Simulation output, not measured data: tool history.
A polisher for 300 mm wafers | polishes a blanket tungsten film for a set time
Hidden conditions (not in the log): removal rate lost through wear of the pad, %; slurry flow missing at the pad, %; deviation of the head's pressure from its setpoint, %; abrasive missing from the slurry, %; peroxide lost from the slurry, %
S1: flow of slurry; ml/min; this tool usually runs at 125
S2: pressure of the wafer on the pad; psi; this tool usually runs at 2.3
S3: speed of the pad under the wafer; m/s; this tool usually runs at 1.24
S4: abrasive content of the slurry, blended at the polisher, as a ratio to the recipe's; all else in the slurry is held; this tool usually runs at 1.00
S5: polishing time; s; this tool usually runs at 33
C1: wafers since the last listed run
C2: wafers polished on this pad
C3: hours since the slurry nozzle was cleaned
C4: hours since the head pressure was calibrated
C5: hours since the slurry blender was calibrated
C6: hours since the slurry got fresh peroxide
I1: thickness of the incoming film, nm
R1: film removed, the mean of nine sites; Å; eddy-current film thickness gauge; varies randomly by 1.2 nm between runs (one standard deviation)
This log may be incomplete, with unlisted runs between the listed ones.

Run 1, day 0.000: usual settings; C1 0; C2 1514; C3 436.2; C4 996.0; C5 363.3; C6 99.4; I1 1452.0. Result: R1 1060 Å.
At day 0.200: worn pad replaced by a new one.
Run 2, day 0.321: usual settings; C1 42; C2 33; C3 443.9; C4 1003.7; C5 371.0; C6 107.1; I1 1433.1. Result: R1 1042 Å.
Run 3, day 0.967: usual settings but S1 95 ml/min, S3 1.46 m/s, S4 0.80, S5 37 s; C1 179; C2 213; C3 459.4; C4 1019.2; C5 386.5; C6 122.6; I1 1410.3. Result: R1 1254 Å.
At day 1.221: head pressure recalibrated.
At day 1.304: slurry blender recalibrated.
At day 1.479: slurry tank refilled with fresh slurry and peroxide.
Run 4, day 1.588: usual settings but S4 0.80; C1 114; C2 328; C3 474.3; C4 8.8; C5 6.8; C6 2.6; I1 1437.5. Result: R1 1000 Å.
Run 5, day 2.012: usual settings; C1 118; C2 447; C3 484.5; C4 19.0; C5 17.0; C6 12.8; I1 1435.2. Result: R1 1054 Å.
Run 6, day 2.308: usual settings but S4 1.10; C1 82; C2 529; C3 491.6; C4 26.1; C5 24.1; C6 19.9; I1 1448.2. Result: R1 1091 Å.
Run 7, day 2.846: usual settings but S3 1.12 m/s; C1 149; C2 679; C3 504.5; C4 39.0; C5 37.0; C6 32.8; I1 1407.6. Result: R1 948 Å.
Run 8, day 3.567: usual settings but S2 3.0 psi; C1 200; C2 879; C3 521.8; C4 56.3; C5 54.3; C6 50.1; I1 1412.1. Result: R1 1361 Å.
At day 4.838: worn pad replaced by a new one.
Run 9, day 4.858: usual settings; C1 313; C2 5; C3 552.8; C4 87.3; C5 85.3; C6 81.1; I1 1437.0. Result: R1 1082 Å.
Run 10, day 5.475: usual settings but S1 145 ml/min, S3 1.52 m/s; C1 171; C2 177; C3 567.6; C4 102.1; C5 100.1; C6 95.9; I1 1452.2. Result: R1 1362 Å.
Run 11, day 6.079: usual settings but S1 105 ml/min, S2 2.8 psi, S3 1.12 m/s, S4 1.25; C1 168; C2 345; C3 582.1; C4 116.6; C5 114.6; C6 110.4; I1 1428.4. Result: R1 1177 Å.
Run 12, day 6.583: usual settings; C1 140; C2 486; C3 594.2; C4 128.7; C5 126.7; C6 122.5; I1 1440.2. Result: R1 1063 Å.
At day 6.842: slurry tank refilled with fresh slurry and peroxide.
Run 13, day 8.325: usual settings but S1 95 ml/min, S3 1.42 m/s; C1 473; C2 959; C3 636.0; C4 170.5; C5 168.5; C6 35.6; I1 1411.6. Result: R1 1143 Å.
Run 14, day 9.033: usual settings but S1 115 ml/min, S2 2.0 psi, S4 1.20, S5 26 s; C1 197; C2 1157; C3 653.0; C4 187.5; C5 185.5; C6 52.6; I1 1436.7. Result: R1 765 Å.
Run 15, day 9.338: usual settings; C1 84; C2 1241; C3 660.3; C4 194.8; C5 192.8; C6 59.9; I1 1427.4. Result: R1 1064 Å.
At day 9.512: worn pad replaced by a new one.
Run 16, day 9.838: usual settings; C1 92; C2 90; C3 672.3; C4 206.8; C5 204.8; C6 71.9; I1 1434.6. Result: R1 1054 Å.
At day 9.996: slurry nozzle cleaned.
Run 17, day 10.096: usual settings but S4 0.90; C1 60; C2 150; C3 2.4; C4 213.0; C5 211.0; C6 78.1; I1 1453.1. Result: R1 1046 Å.
Run 18, day 10.604: usual settings; C1 141; C2 292; C3 14.6; C4 225.2; C5 223.2; C6 90.3; I1 1423.7. Result: R1 1089 Å.
Run 19, day 11.121: usual settings; C1 143; C2 436; C3 27.0; C4 237.6; C5 235.6; C6 102.7; I1 1420.3. Result: R1 1073 Å.
Run 20, day 11.838: usual settings but S1 140 ml/min; C1 199; C2 636; C3 44.2; C4 254.8; C5 252.8; C6 119.9; I1 1401.3. Result: R1 1093 Å.
Run 21, day 12.367: usual settings but S4 1.20, S5 39 s; C1 147; C2 783; C3 56.9; C4 267.5; C5 265.5; C6 132.6; I1 1404.6. Result: R1 1280 Å.
Run 22, day 12.767: usual settings but S4 0.85, S5 23 s; C1 111; C2 894; C3 66.5; C4 277.1; C5 275.1; C6 142.2; I1 1437.7. Result: R1 710 Å.
At day 13.012: slurry tank refilled with fresh slurry and peroxide.
Run 23, day 13.438: usual settings but S3 1.58 m/s, S4 1.15; C1 175; C2 1070; C3 82.6; C4 293.2; C5 291.2; C6 10.2; I1 1427.5. Result: R1 1402 Å.
Run 24, day 14.179: usual settings but S5 37 s; C1 206; C2 1276; C3 100.4; C4 311.0; C5 309.0; C6 28.0; I1 1440.4. Result: R1 1194 Å.
At day 14.379: worn pad replaced by a new one.
Run 25, day 14.654: usual settings but S3 0.90 m/s; C1 85; C2 76; C3 111.8; C4 322.4; C5 320.4; C6 39.4; I1 1435.5. Result: R1 779 Å.

Run 26 has not been measured yet. What should we expect?
Run 26, day 15.404: usual settings but S1 140 ml/min, S2 2.6 psi; C1 208; C2 285; C3 129.8; C4 340.4; C5 338.4; C6 57.4; I1 1441.0. Result: R1 ?.

R1: 1227 Å
The same run, on a tool lacking any hidden state, would have yielded R1 1227 Å.
